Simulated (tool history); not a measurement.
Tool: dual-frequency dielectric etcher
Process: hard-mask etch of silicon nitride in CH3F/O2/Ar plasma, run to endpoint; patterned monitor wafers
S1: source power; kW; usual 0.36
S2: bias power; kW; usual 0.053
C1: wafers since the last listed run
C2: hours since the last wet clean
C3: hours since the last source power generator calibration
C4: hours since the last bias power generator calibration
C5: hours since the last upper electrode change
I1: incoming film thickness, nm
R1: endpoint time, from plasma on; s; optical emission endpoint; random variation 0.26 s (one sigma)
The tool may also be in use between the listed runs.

run   hour    S1     S2   C1     C2      C3      C4      C5    I1    R1
  1      0  0.36  0.053    0  185.5  3432.7  4034.5  2635.6  51.7  86.2
  2     12  0.36  0.053  185  197.5  3444.7  4046.5  2647.6  52.4  87.4
  3   27.4  0.36  0.053  237  212.9  3460.1  4061.9    2663    52  87.4
  4   36.8  0.36  0.062  144  222.3  3469.5  4071.3  2672.4  51.4  82.9
  5     48  0.36  0.062  172  233.5  3480.7  4082.5  2683.6    52  84.5
  6   57.2  0.36  0.053  141  242.7  3489.9  4091.7  2692.8  51.9  87.3
  7   64.9  0.36  0.043  118  250.4  3497.6  4099.4  2700.5  51.6  90.2
  8   76.1  0.36  0.043  172  261.6  3508.8  4110.6  2711.7  51.7  90.3
  9   88.3  0.31  0.043  188  273.8    3521  4122.8  2723.9  51.4  93.7
 10  127.6  0.31  0.043  606  313.1  3560.3  4162.1  2763.2  51.8    95
     152.2  -- upper electrode replaced
 11  152.7  0.36  0.053   16  338.2  3585.4  4187.2     0.5  51.3    87
 12  155.9  0.36  0.053   49  341.4  3588.6  4190.4     3.7  51.3  86.8
 13  169.4  0.36  0.053  208  354.9  3602.1  4203.9    17.2  51.6  87.2
 14  185.7  0.36  0.053  251  371.2  3618.4  4220.2    33.5  51.5  87.4
 15  222.7  0.36  0.053  570  408.2  3655.4  4257.2    70.5  51.8  87.9
 16  232.6  0.36  0.053  152  418.1  3665.3  4267.1    80.4  51.6  87.5
 17  247.9  0.38  0.046  236  433.4  3680.6  4282.4    95.7  51.9  89.5
 18  260.3  0.36  0.053  191  445.8    3693  4294.8   108.1  51.4  87.3
 19  277.1  0.36  0.044  259  462.6  3709.8  4311.6   124.9  51.9  92.3
 20  290.2  0.42  0.064  202  475.7  3722.9  4324.7     138  51.8  81.6
 21  307.4  0.38  0.049  265  492.9  3740.1  4341.9   155.2  51.5  87.6
 22  315.5  0.36  0.053  124    501  3748.2    4350   163.3  51.6  87.9
 23  322.3  0.36  0.053  104  507.8    3755  4356.8   170.1  51.3  87.9
     339.7  -- source power generator calibrated
     348.5  -- bias power generator calibrated
     350.2  -- wet clean of the chamber
 24  350.7  0.36  0.053  288    0.5      11     2.2   198.5  51.8  86.3
 25    351  0.31  0.062    4    0.8    11.3     2.5   198.8  51.6  86.6
 26  357.3  0.27  0.056   97    7.1    17.6     8.8   205.1  51.8  92.4
 27  363.3  0.31  0.043   92   13.1    23.6    14.8   211.1  51.6  92.6
 28  376.6  0.28  0.053  205   26.4    36.9    28.1   224.4  51.6  92.1
 29  387.5  0.28  0.042  168   37.3    47.8      39   235.3  51.3  95.6
 30  402.3  0.44   0.05  228   52.1    62.6    53.8   250.1  51.6  82.3
 31    410  0.29  0.063  118   59.8    70.3    61.5   257.8  51.2  87.3
 32  425.7  0.33  0.053  242   75.5      86    77.2   273.5  51.8  88.9
 33  439.1  0.36  0.048  206   88.9    99.4    90.6   286.9  51.2  87.6
 34  454.1  0.31  0.043  231  103.9   114.4   105.6   301.9  51.9    94
 35  460.7  0.36  0.053  101  110.5     121   112.2   308.5  51.4  86.4

The same runs without the tool's hidden state, with the same run-to-run variation:
The hidden state here: etch rate over this chamber's usual, %; source power that arrives over what is set, %; bias power that arrives over what is set, %.
run    R1
  1  85.8
  2    87
  3  86.8
  4  82.4
  5  83.8
  6  86.6
  7  89.5
  8  89.4
  9  92.8
 10  93.8
 11  85.8
 12  85.6
 13  85.9
 14    86
 15  86.3
 16  85.9
 17  87.8
 18  85.5
 19  90.3
 20  79.7
 21  85.5
 22  85.8
 23  85.7
 24  86.7
 25  86.9
 26  92.7
 27  92.9
 28  92.3
 29  95.7
 30  82.4
 31  87.3
 32  88.8
 33  87.5
 34  93.7
 35  86.2
